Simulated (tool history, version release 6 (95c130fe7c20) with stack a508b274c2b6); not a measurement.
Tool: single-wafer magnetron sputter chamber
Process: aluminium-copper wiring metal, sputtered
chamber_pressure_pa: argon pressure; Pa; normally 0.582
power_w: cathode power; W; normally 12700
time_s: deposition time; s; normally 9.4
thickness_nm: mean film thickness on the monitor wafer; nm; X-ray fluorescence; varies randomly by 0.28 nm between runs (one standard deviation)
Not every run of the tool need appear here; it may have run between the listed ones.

| run | hour | chamber_pressure_pa | power_w | time_s | wafers since the last listed run | wafers on the sputter target | hours since the last manometer calibration | hours since the magnet pack was replaced | hours since the gauge calibration | read-back reference wafer on the same gauge, thickness_nm | thickness_nm |
|---|---|---|---|---|---|---|---|---|---|---|---|
| 1 | 0 | 0.661 | 12700 | 9.4 | 0 | 6194 | 2235.4 | 10175.2 | 183.3 | 173.017 | 168.764 |
| 2 | 14.4 | 0.661 | 12700 | 9.4 | 309 | 6503 | 2249.8 | 10189.6 | 197.7 | 173.017 | 168.72 |
| 3 | 26.2 | 0.702 | 12700 | 9.4 | 253 | 6756 | 2261.6 | 10201.4 | 209.5 | 172.945 | 164.27 |
| 4 | 44.1 | 0.582 | 12700 | 9.4 | 384 | 7141 | 2279.5 | 10219.3 | 227.4 | 173.024 | 176.941 |
| 5 | 53.1 | 0.582 | 12700 | 9.4 | 193 | 7334 | 2288.5 | 10228.3 | 236.4 | 173.067 | 177.291 |
| 6 | 70.3 | 0.582 | 12700 | 9.4 | 369 | 7703 | 2305.7 | 10245.5 | 253.6 | 172.89 | 176.576 |
| 7 | 87.5 | 0.582 | 13550 | 9.4 | 369 | 8073 | 2322.9 | 10262.7 | 270.8 | 172.931 | 188.165 |
|  | 96.5 | sputter target and shields replaced |
|  | 108 | magnet pack replaced |
| 8 | 108.5 | 0.582 | 13550 | 9.4 | 107 | 85 | 2343.9 | 0.5 | 291.8 | 173 | 191.884 |
| 9 | 108.8 | 0.582 | 12700 | 9.4 | 6 | 91 | 2344.2 | 0.8 | 292.1 | 173.025 | 179.966 |
| 10 | 116.1 | 0.582 | 12700 | 9.4 | 156 | 248 | 2351.5 | 8.1 | 299.4 | 172.996 | 179.864 |
| 11 | 127.6 | 0.582 | 12700 | 9.4 | 246 | 495 | 2363 | 19.6 | 310.9 | 172.953 | 179.326 |
| 12 | 136.6 | 0.582 | 12700 | 9.4 | 193 | 688 | 2372 | 28.6 | 319.9 | 172.997 | 179.692 |
|  | 150.9 | gauge calibrated |
| 13 | 153.9 | 0.582 | 12700 | 9.4 | 371 | 1060 | 2389.3 | 45.9 | 3 | 172.998 | 178.673 |
| 14 | 166.2 | 0.582 | 15500 | 10.32 | 264 | 1324 | 2401.6 | 58.2 | 15.3 | 173.025 | 238.243 |
|  | 175 | capacitance manometer re-zeroed and calibrated |
| 15 | 175.5 | 0.582 | 12700 | 7.77 | 27 | 1352 | 0.5 | 67.5 | 24.6 | 172.976 | 153.041 |
| 16 | 181.4 | 0.582 | 13550 | 9.4 | 126 | 1479 | 6.4 | 73.4 | 30.5 | 172.99 | 196.712 |
| 17 | 191.9 | 0.738 | 13700 | 10.36 | 225 | 1704 | 16.9 | 83.9 | 41 | 173.057 | 200.934 |
| 18 | 208.9 | 0.794 | 15700 | 10.1 | 365 | 2069 | 33.9 | 100.9 | 58 | 172.972 | 216.839 |
| 19 | 223.2 | 0.448 | 12700 | 9.4 | 307 | 2376 | 48.2 | 115.2 | 72.3 | 173.048 | 199.196 |
| 20 | 236.2 | 0.49 | 10550 | 8.1 | 279 | 2656 | 61.2 | 128.2 | 85.3 | 173.043 | 139.536 |
| 21 | 272.4 | 0.582 | 13550 | 9.4 | 777 | 3433 | 97.4 | 164.4 | 121.5 | 172.954 | 195.65 |
| 22 | 278.6 | 0.386 | 12700 | 10.22 | 133 | 3566 | 103.6 | 170.6 | 127.7 | 173.084 | 224.209 |

Hidden condition of the tool, last listed run before each entry between runs versus first listed run after:
From run 7 to run 8: sputter target and shields replaced (hour 96.5); magnet pack replaced (hour 108)
  deposition rate above that of a new target (%): -2.29 -> -0.272; true argon pressure above the setpoint (%): 13 -> 13.2
  measured value less the no-hidden-state value, thickness_nm: -12.704 -> -8.961 nm
From run 12 to run 13: gauge calibrated (hour 150.9)
  deposition rate above that of a new target (%): -0.707 -> -0.93; true argon pressure above the setpoint (%): 13.5 -> 13.7
  measured value less the no-hidden-state value, thickness_nm: -9.41 -> -9.9 nm
From run 14 to run 15: capacitance manometer re-zeroed and calibrated (hour 175)
  deposition rate above that of a new target (%): -1.07 -> -1.17; true argon pressure above the setpoint (%): 13.9 -> 2.22
  measured value less the no-hidden-state value, thickness_nm: -13.674 -> -2.936 nm

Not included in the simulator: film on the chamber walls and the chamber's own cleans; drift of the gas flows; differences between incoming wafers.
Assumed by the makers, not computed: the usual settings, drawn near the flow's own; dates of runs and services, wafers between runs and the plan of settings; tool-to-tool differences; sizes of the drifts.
